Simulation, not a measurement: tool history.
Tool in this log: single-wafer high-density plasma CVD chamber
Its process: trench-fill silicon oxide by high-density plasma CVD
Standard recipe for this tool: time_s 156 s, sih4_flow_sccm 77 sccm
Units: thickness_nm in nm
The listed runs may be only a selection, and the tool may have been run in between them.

run     day  time_s  sih4_flow_sccm  wafers since the last listed run  hours since the silane flow controller was replaced  hours since the gauge calibration  read-back reference wafer on the same gauge, thickness_nm  thickness_nm
  1       0     163              77                                 0                                               3301.5                              153.7                                                   1129.515       1206.35
  2   1.004     163              77                               171                                               3325.6                              177.8                                                   1130.586      1211.643
  3   2.042     156              84                               177                                               3350.5                              202.7                                                    1130.78      1263.291
  4   5.629     176              77                               614                                               3436.6                              288.8                                                   1129.797       1293.97
  5   7.683     156              77                               351                                               3485.9                              338.1                                                    1130.39      1150.292
  6   8.783     156              77                               188                                               3512.3                              364.5                                                   1130.984      1152.409
  7  10.317     156              77                               262                                               3549.1                              401.3                                                   1130.522      1148.715
  8  13.171     156              77                               488                                               3617.6                              469.8                                                   1130.571      1147.678
  9  15.804     148              72                               450                                               3680.8                                533                                                   1129.122      1019.014
 10    18.7     148              72                               495                                               3750.3                              602.5                                                   1129.831      1017.259
 11  20.925     156              77                               381                                               3803.7                              655.9                                                   1129.774       1146.83
 12  22.192     127              89                               216                                               3834.1                              686.3                                                   1129.209      1081.217
 13  23.479     156              77                               220                                                 3865                              717.2                                                   1131.262      1141.496
     24.733  -- silane flow controller replaced
 14  25.167     156              77                               231                                                 10.4                              757.7                                                   1128.564      1196.552
     30.325  -- gauge calibrated
 15  33.833     166              83                              1484                                                218.4                               84.2                                                   1129.632       1364.96
 16   36.65     147              92                               482                                                  286                              151.8                                                   1130.841      1338.348
 17  38.375     156              77                               295                                                327.4                              193.2                                                   1128.357      1193.545
 18  40.471     156              77                               358                                                377.7                              243.5                                                   1129.902      1195.824
 19  48.317     156              77                              1343                                                  566                              431.8                                                   1128.666      1187.149
 20  51.179     165              70                               490                                                634.7                              500.5                                                   1128.852      1138.535
 21  53.833     184              73                               454                                                698.4                              564.2                                                    1130.94      1325.498
 22  54.921     126              84                               186                                                724.5                              590.3                                                   1129.154      1043.318
 23  57.754     167              77                               485                                                792.5                              658.3                                                   1129.351       1267.46

Predict each of these 5 candidate next runs independently; none follows another, all start after run 23:
  A  57.771     173              77                                 2                                                792.9                              658.7                                                          ?             ?
  B  57.771     132              63                                 2                                                792.9                              658.7                                                          ?             ?
  C  57.771     144              84                                 2                                                792.9                              658.7                                                          ?             ?
  D  57.771     168              90                                 2                                                792.9                              658.7                                                          ?             ?
  E  57.771     169              70                                 2                                                792.9                              658.7                                                          ?             ?

run  read-back reference wafer on the same gauge, thickness_nm  thickness_nm
  A                                                   1130.588      1315.321
  B                                                   1130.588       821.125
  C                                                   1130.588      1194.364
  D                                                   1130.588      1492.955
  E                                                   1130.588      1168.099
Stripped of hidden state, with their random variation kept, the same runs would have yielded:
run  thickness_nm
  A      1327.913
  B       828.986
  C      1205.798
  D      1507.247
  E      1179.281

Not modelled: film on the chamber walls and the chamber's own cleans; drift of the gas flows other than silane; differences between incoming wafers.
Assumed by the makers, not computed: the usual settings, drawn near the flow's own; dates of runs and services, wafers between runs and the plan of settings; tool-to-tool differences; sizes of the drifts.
